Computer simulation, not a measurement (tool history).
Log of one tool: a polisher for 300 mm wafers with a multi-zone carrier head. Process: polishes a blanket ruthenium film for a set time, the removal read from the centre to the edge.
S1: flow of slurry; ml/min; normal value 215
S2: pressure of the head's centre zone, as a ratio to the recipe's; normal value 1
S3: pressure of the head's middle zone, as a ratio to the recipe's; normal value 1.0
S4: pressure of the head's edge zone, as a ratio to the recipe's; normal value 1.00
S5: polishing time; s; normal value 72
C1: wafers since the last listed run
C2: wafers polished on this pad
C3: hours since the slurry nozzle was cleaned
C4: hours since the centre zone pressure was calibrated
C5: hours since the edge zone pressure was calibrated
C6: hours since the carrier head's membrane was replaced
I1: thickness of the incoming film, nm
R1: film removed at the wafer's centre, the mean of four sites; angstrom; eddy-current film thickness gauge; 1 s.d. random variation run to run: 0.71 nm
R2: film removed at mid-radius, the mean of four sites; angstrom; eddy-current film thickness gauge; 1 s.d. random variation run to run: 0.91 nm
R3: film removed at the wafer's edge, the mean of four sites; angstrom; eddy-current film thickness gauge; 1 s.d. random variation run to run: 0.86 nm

{"run": 1, "hour": 0.0, "S1": 215, "S2": 1, "S3": 1.0, "S4": 1.0, "S5": 72, "C1": 0, "C2": 865, "C3": 532.9, "C4": 196.7, "C5": 641.1, "C6": 569.1, "I1": 586.3, "R1": 501, "R2": 493, "R3": 530}
{"hour": 6.8, "done": "slurry nozzle cleaned"}
{"hour": 37.1, "done": "worn pad replaced by a new one"}
{"run": 2, "hour": 56.0, "S1": 215, "S2": 1, "S3": 1.0, "S4": 1.0, "S5": 72, "C1": 337, "C2": 125, "C3": 49.2, "C4": 252.7, "C5": 697.1, "C6": 625.1, "I1": 580.1, "R1": 599, "R2": 598, "R3": 592}
{"run": 3, "hour": 100.4, "S1": 215, "S2": 1, "S3": 1.0, "S4": 1.0, "S5": 72, "C1": 293, "C2": 419, "C3": 93.6, "C4": 297.1, "C5": 741.5, "C6": 669.5, "I1": 589.3, "R1": 575, "R2": 584, "R3": 592}
{"run": 4, "hour": 170.9, "S1": 215, "S2": 1, "S3": 1.0, "S4": 1.0, "S5": 72, "C1": 466, "C2": 885, "C3": 164.1, "C4": 367.6, "C5": 812.0, "C6": 740.0, "I1": 569.9, "R1": 548, "R2": 565, "R3": 559}
{"hour": 200.9, "done": "worn pad replaced by a new one"}
{"run": 5, "hour": 209.8, "S1": 215, "S2": 1, "S3": 1.0, "S4": 1.0, "S5": 72, "C1": 231, "C2": 59, "C3": 203.0, "C4": 406.5, "C5": 850.9, "C6": 778.9, "I1": 578.1, "R1": 594, "R2": 599, "R3": 581}
{"run": 6, "hour": 255.3, "S1": 215, "S2": 1, "S3": 1.0, "S4": 1.0, "S5": 72, "C1": 301, "C2": 360, "C3": 248.5, "C4": 452.0, "C5": 896.4, "C6": 824.4, "I1": 578.6, "R1": 573, "R2": 581, "R3": 576}
{"run": 7, "hour": 281.2, "S1": 235, "S2": 1, "S3": 1.0, "S4": 1.0, "S5": 72, "C1": 171, "C2": 531, "C3": 274.4, "C4": 477.9, "C5": 922.3, "C6": 850.3, "I1": 580.0, "R1": 582, "R2": 560, "R3": 572}
{"hour": 301.5, "done": "edge zone pressure recalibrated"}
{"run": 8, "hour": 331.8, "S1": 235, "S2": 1, "S3": 1.0, "S4": 1.0, "S5": 72, "C1": 321, "C2": 853, "C3": 325.0, "C4": 528.5, "C5": 30.3, "C6": 900.9, "I1": 589.1, "R1": 547, "R2": 549, "R3": 551}
{"hour": 349.5, "done": "worn pad replaced by a new one"}
{"run": 9, "hour": 365.4, "S1": 235, "S2": 1, "S3": 1.0, "S4": 1.0, "S5": 72, "C1": 195, "C2": 105, "C3": 358.6, "C4": 562.1, "C5": 63.9, "C6": 934.5, "I1": 577.0, "R1": 597, "R2": 596, "R3": 580}
{"hour": 401.1, "done": "centre zone pressure recalibrated"}
{"run": 10, "hour": 403.1, "S1": 235, "S2": 1, "S3": 1.0, "S4": 1.0, "S5": 72, "C1": 236, "C2": 341, "C3": 396.3, "C4": 2.0, "C5": 101.6, "C6": 972.2, "I1": 581.1, "R1": 563, "R2": 571, "R3": 561}
{"run": 11, "hour": 430.8, "S1": 215, "S2": 1, "S3": 0.9, "S4": 1.0, "S5": 72, "C1": 183, "C2": 525, "C3": 424.0, "C4": 29.7, "C5": 129.3, "C6": 999.9, "I1": 567.1, "R1": 537, "R2": 539, "R3": 537}
{"run": 12, "hour": 475.0, "S1": 155, "S2": 1, "S3": 1.0, "S4": 1.04, "S5": 72, "C1": 292, "C2": 817, "C3": 468.2, "C4": 73.9, "C5": 173.5, "C6": 1044.1, "I1": 569.5, "R1": 472, "R2": 481, "R3": 510}
{"hour": 499.7, "done": "worn pad replaced by a new one"}
{"hour": 525.1, "done": "slurry nozzle cleaned"}
{"hour": 541.9, "done": "carrier head's membrane replaced by a new one"}
{"run": 13, "hour": 542.4, "S1": 215, "S2": 1, "S3": 1.0, "S4": 1.0, "S5": 65, "C1": 379, "C2": 243, "C3": 17.3, "C4": 141.3, "C5": 240.9, "C6": 0.5, "I1": 568.3, "R1": 526, "R2": 526, "R3": 517}

Predict the results of run 14:
{"run": 14, "hour": 602.4, "S1": 215, "S2": 1, "S3": 1.0, "S4": 1.0, "S5": 72, "C1": 397, "C2": 640, "C3": 77.3, "C4": 201.3, "C5": 300.9, "C6": 60.5, "I1": 580.6, "R1": "?", "R2": "?", "R3": "?"}

{"run 14": {"R1": 563, "R2": 556, "R3": 552}}
Had the tool carried no hidden state, the very same run would have given R1 610 angstrom, R2 602 angstrom, R3 598 angstrom.
